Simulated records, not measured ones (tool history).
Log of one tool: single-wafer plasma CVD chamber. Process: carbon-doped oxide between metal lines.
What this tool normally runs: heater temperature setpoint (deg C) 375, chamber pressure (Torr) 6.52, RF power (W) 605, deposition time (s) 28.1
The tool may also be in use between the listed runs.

run	hour	heater temperature setpoint (deg C)	chamber pressure (Torr)	RF power (W)	deposition time (s)	wafers since the last listed run	hours since the last thermocouple change	hours since the last RF generator calibration	hours since the last manometer calibration	hours since the showerhead was replaced	hours since the gauge calibration	read-back reference wafer on the same gauge, thickness_nm	mean film thickness on the monitor wafer (nm)
1	0	375	5.45	605	28.1	0	69.6	115.5	2656.5	3714	1828.4	201.258	166.774
2	51.6	375	6.52	525	28.1	1632	121.2	167.1	2708.1	3765.6	1880	200.973	159.14
3	132.5	375	6.52	525	28.1	2559	202.1	248	2789	3846.5	1960.9	201.012	158.835
4	206.5	375	6.52	605	28.1	2341	276.1	322	2863	3920.5	2034.9	200.937	168.563
# hour 481.5: capacitance manometer re-zeroed and calibrated
5	525.9	375	6.52	605	28.1	9851	595.5	641.4	44.4	4239.9	2354.3	201.068	168.889
6	569.8	375	6.52	605	28.1	1388	639.4	685.3	88.3	4283.8	2398.2	201.097	168.132
7	672	375	6.52	605	28.1	3233	741.6	787.5	190.5	4386	2500.4	200.841	168.201
8	830.4	375	6.52	605	28.1	5011	900	945.9	348.9	4544.4	2658.8	201.226	168.717
# hour 1059.1: gauge calibrated
9	1103.8	375	6.52	515	28.1	8649	1173.4	1219.3	622.3	4817.8	44.7	201.18	157.204
10	1178	375	6.52	605	28.1	2347	1247.6	1293.5	696.5	4892	118.9	201.084	168.986
# hour 1191.9: RF generator calibrated
11	1285.3	375	6.52	605	28.1	3141	1354.9	93.4	803.8	4999.3	226.2	200.974	168.725
12	1326.9	375	5.45	605	28.1	1316	1396.5	135	845.4	5040.9	267.8	201.212	166.879
13	1381.8	387	6.52	540	28.1	1736	1451.4	189.9	900.3	5095.8	322.7	200.88	157.397
14	1427	375	6.52	605	28.1	1429	1496.6	235.1	945.5	5141	367.9	200.934	168.138
15	1466.3	381	5.2	645	24.4	1243	1535.9	274.4	984.8	5180.3	407.2	200.958	147.202
16	1517.9	375	6.52	605	28.1	1632	1587.5	326	1036.4	5231.9	458.8	200.887	168.892
# hour 1528.3: thermocouple changed; heater temperature recalibrated
# hour 1558.9: showerhead replaced
17	1575.1	362	6.52	605	28.1	1303	46.8	383.2	1093.6	16.2	516	201.005	173.463
18	1633.3	369	6.52	685	28.1	1841	105	441.4	1151.8	74.4	574.2	200.952	180.01
19	1674.9	375	6.52	605	28.1	1316	146.6	483	1193.4	116	615.8	200.968	169.101
20	1767.5	375	5.26	550	23.9	2929	239.2	575.6	1286	208.6	708.4	201.032	136.201
21	1844.5	361	6.52	645	29.6	2435	316.2	652.6	1363	285.6	785.4	200.935	187.699
22	1912	381	6.52	605	28.1	2135	383.7	720.1	1430.5	353.1	852.9	200.849	166.409
23	2013.1	385	6.52	605	26.3	3198	484.8	821.2	1531.6	454.2	954	200.994	155.317
24	2085.3	386	7.1	605	24.8	2284	557	893.4	1603.8	526.4	1026.2	200.863	146.468
25	2169.6	375	6.52	605	28.1	2666	641.3	977.7	1688.1	610.7	1110.5	200.88	169.179
26	2236	367	7.72	720	28.1	2100	707.7	1044.1	1754.5	677.1	1176.9	201.077	186.673
27	2311.4	381	5.2	645	24.4	2385	783.1	1119.5	1829.9	752.5	1252.3	200.967	147.182

Each row is a separate what-if for the run after 27, all from the same tool condition, not one after another. Results?
A	2311.8	375	6.52	605	28.1	12	783.5	1119.9	1830.3	752.9	1252.7	?	?
B	2311.8	375	6.52	695	28.1	12	783.5	1119.9	1830.3	752.9	1252.7	?	?
C	2311.8	375	5.96	680	33.6	12	783.5	1119.9	1830.3	752.9	1252.7	?	?
D	2311.8	386	7.74	605	30.7	12	783.5	1119.9	1830.3	752.9	1252.7	?	?
E	2311.8	380	5.57	540	28.1	12	783.5	1119.9	1830.3	752.9	1252.7	?	?

run	read-back reference wafer on the same gauge, thickness_nm	mean film thickness on the monitor wafer (nm)
A	201.094	169.097
B	201.094	179.884
C	201.094	211.194
D	201.094	182.178
E	201.094	157.787
Without the tool's unlogged condition, the same runs would have read:
run	mean film thickness on the monitor wafer (nm)
A	169.097
B	179.884
C	211.194
D	182.178
E	157.787
